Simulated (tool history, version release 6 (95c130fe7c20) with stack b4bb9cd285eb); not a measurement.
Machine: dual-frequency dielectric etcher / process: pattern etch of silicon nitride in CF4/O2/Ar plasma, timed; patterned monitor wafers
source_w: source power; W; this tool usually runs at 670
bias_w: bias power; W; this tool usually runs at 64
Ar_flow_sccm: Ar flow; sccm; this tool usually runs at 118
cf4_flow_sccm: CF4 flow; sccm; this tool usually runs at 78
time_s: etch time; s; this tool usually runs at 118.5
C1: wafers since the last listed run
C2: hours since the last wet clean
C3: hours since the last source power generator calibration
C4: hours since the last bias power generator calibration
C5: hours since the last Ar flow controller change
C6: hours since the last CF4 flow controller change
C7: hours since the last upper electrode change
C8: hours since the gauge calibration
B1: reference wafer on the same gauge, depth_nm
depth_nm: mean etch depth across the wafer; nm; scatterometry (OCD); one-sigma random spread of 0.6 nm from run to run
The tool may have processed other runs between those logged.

run 1 hour=0 | source_w=670 bias_w=73 Ar_flow_sccm=118 cf4_flow_sccm=78 time_s=118.5 | C1=0 C2=0.5 C3=46.8 C4=2153.4 C5=118.5 C6=5466.3 C7=121.2 C8=466.6 | B1=298.8 | depth_nm=302.9
run 2 hour=0.3 | source_w=670 bias_w=64 Ar_flow_sccm=118 cf4_flow_sccm=78 time_s=118.5 | C1=3 C2=0.8 C3=47.1 C4=2153.7 C5=118.8 C6=5466.6 C7=121.5 C8=466.9 | B1=299.1 | depth_nm=286.5
run 3 hour=3.8 | source_w=610 bias_w=64 Ar_flow_sccm=118 cf4_flow_sccm=78 time_s=129 | C1=37 C2=4.3 C3=50.6 C4=2157.2 C5=122.3 C6=5470.1 C7=125 C8=470.4 | B1=298.9 | depth_nm=292.9
run 4 hour=16.6 | source_w=670 bias_w=73 Ar_flow_sccm=118 cf4_flow_sccm=78 time_s=118.5 | C1=137 C2=17.1 C3=63.4 C4=2170 C5=135.1 C6=5482.9 C7=137.8 C8=483.2 | B1=299.1 | depth_nm=302.5
-- hour=32.6 bias power generator calibrated
run 5 hour=33.1 | source_w=670 bias_w=64 Ar_flow_sccm=128 cf4_flow_sccm=66 time_s=92 | C1=134 C2=33.6 C3=79.9 C4=0.5 C5=151.6 C6=5499.4 C7=154.3 C8=499.7 | B1=298.8 | depth_nm=216.1
run 6 hour=35.7 | source_w=670 bias_w=64 Ar_flow_sccm=118 cf4_flow_sccm=78 time_s=118.5 | C1=27 C2=36.2 C3=82.5 C4=3.1 C5=154.2 C6=5502 C7=156.9 C8=502.3 | B1=299.1 | depth_nm=285.9
-- hour=49 gauge calibrated
run 7 hour=49.7 | source_w=670 bias_w=64 Ar_flow_sccm=118 cf4_flow_sccm=78 time_s=118.5 | C1=150 C2=50.2 C3=96.5 C4=17.1 C5=168.2 C6=5516 C7=170.9 C8=0.7 | B1=299 | depth_nm=286.5
run 8 hour=60.3 | source_w=670 bias_w=64 Ar_flow_sccm=118 cf4_flow_sccm=78 time_s=131 | C1=113 C2=60.8 C3=107.1 C4=27.7 C5=178.8 C6=5526.6 C7=181.5 C8=11.3 | B1=299 | depth_nm=316
run 9 hour=66.5 | source_w=670 bias_w=64 Ar_flow_sccm=134 cf4_flow_sccm=78 time_s=118.5 | C1=66 C2=67 C3=113.3 C4=33.9 C5=185 C6=5532.8 C7=187.7 C8=17.5 | B1=299.2 | depth_nm=281.8
-- hour=82.5 CF4 flow controller replaced
run 10 hour=82.9 | source_w=670 bias_w=64 Ar_flow_sccm=118 cf4_flow_sccm=94 time_s=118.5 | C1=111 C2=83.4 C3=129.7 C4=50.3 C5=201.4 C6=0.4 C7=204.1 C8=33.9 | B1=299.1 | depth_nm=291.4
run 11 hour=99.5 | source_w=560 bias_w=64 Ar_flow_sccm=118 cf4_flow_sccm=78 time_s=118.5 | C1=178 C2=100 C3=146.3 C4=66.9 C5=218 C6=17 C7=220.7 C8=50.5 | B1=299.1 | depth_nm=256.8
run 12 hour=116.3 | source_w=670 bias_w=64 Ar_flow_sccm=118 cf4_flow_sccm=73 time_s=118.5 | C1=180 C2=116.8 C3=163.1 C4=83.7 C5=234.8 C6=33.8 C7=237.5 C8=67.3 | B1=298.9 | depth_nm=283.9
run 13 hour=124.1 | source_w=670 bias_w=79 Ar_flow_sccm=127 cf4_flow_sccm=78 time_s=100 | C1=83 C2=124.6 C3=170.9 C4=91.5 C5=242.6 C6=41.6 C7=245.3 C8=75.1 | B1=299 | depth_nm=262.1
run 14 hour=141.7 | source_w=670 bias_w=64 Ar_flow_sccm=118 cf4_flow_sccm=78 time_s=118.5 | C1=189 C2=142.2 C3=188.5 C4=109.1 C5=260.2 C6=59.2 C7=262.9 C8=92.7 | B1=299.3 | depth_nm=285
run 15 hour=155.2 | source_w=670 bias_w=64 Ar_flow_sccm=118 cf4_flow_sccm=78 time_s=92 | C1=145 C2=155.7 C3=202 C4=122.6 C5=273.7 C6=72.7 C7=276.4 C8=106.2 | B1=298.9 | depth_nm=222
run 16 hour=168.6 | source_w=670 bias_w=64 Ar_flow_sccm=118 cf4_flow_sccm=78 time_s=118.5 | C1=143 C2=169.1 C3=215.4 C4=136 C5=287.1 C6=86.1 C7=289.8 C8=119.6 | B1=299 | depth_nm=285.8
run 17 hour=195.9 | source_w=670 bias_w=64 Ar_flow_sccm=118 cf4_flow_sccm=78 time_s=85.5 | C1=293 C2=196.4 C3=242.7 C4=163.3 C5=314.4 C6=113.4 C7=317.1 C8=146.9 | B1=299 | depth_nm=206.2
run 18 hour=208.2 | source_w=670 bias_w=64 Ar_flow_sccm=118 cf4_flow_sccm=78 time_s=118.5 | C1=132 C2=208.7 C3=255 C4=175.6 C5=326.7 C6=125.7 C7=329.4 C8=159.2 | B1=299.1 | depth_nm=284.5
run 19 hour=222.1 | source_w=670 bias_w=64 Ar_flow_sccm=92 cf4_flow_sccm=78 time_s=152 | C1=149 C2=222.6 C3=268.9 C4=189.5 C5=340.6 C6=139.6 C7=343.3 C8=173.1 | B1=298.9 | depth_nm=376.3
run 20 hour=231.1 | source_w=670 bias_w=50 Ar_flow_sccm=146 cf4_flow_sccm=84 time_s=118.5 | C1=96 C2=231.6 C3=277.9 C4=198.5 C5=349.6 C6=148.6 C7=352.3 C8=182.1 | B1=298.9 | depth_nm=251.4

Each row is a separate what-if for the run after 20, all from the same tool condition, not one after another. Results?
run A hour=231.5 | source_w=670 bias_w=64 Ar_flow_sccm=118 cf4_flow_sccm=78 time_s=132 | C1=4 C2=232 C3=278.3 C4=198.9 C5=350 C6=149 C7=352.7 C8=182.5 | B1=? | depth_nm=?
run B hour=231.5 | source_w=550 bias_w=71 Ar_flow_sccm=118 cf4_flow_sccm=64 time_s=118.5 | C1=4 C2=232 C3=278.3 C4=198.9 C5=350 C6=149 C7=352.7 C8=182.5 | B1=? | depth_nm=?
run C hour=231.5 | source_w=670 bias_w=64 Ar_flow_sccm=118 cf4_flow_sccm=78 time_s=90.5 | C1=4 C2=232 C3=278.3 C4=198.9 C5=350 C6=149 C7=352.7 C8=182.5 | B1=? | depth_nm=?
run D hour=231.5 | source_w=670 bias_w=64 Ar_flow_sccm=118 cf4_flow_sccm=91 time_s=118.5 | C1=4 C2=232 C3=278.3 C4=198.9 C5=350 C6=149 C7=352.7 C8=182.5 | B1=? | depth_nm=?
run E hour=231.5 | source_w=670 bias_w=64 Ar_flow_sccm=131 cf4_flow_sccm=78 time_s=118.5 | C1=4 C2=232 C3=278.3 C4=198.9 C5=350 C6=149 C7=352.7 C8=182.5 | B1=? | depth_nm=?

run=A B1=299.2 depth_nm=318.3
run=B B1=299.2 depth_nm=260.4
run=C B1=299.2 depth_nm=218.3
run=D B1=299.2 depth_nm=290.6
run=E B1=299.2 depth_nm=282.4
What these runs would have given with no unlogged condition in the tool:
run=A depth_nm=318.3
run=B depth_nm=260.4
run=C depth_nm=218.3
run=D depth_nm=290.6
run=E depth_nm=282.4
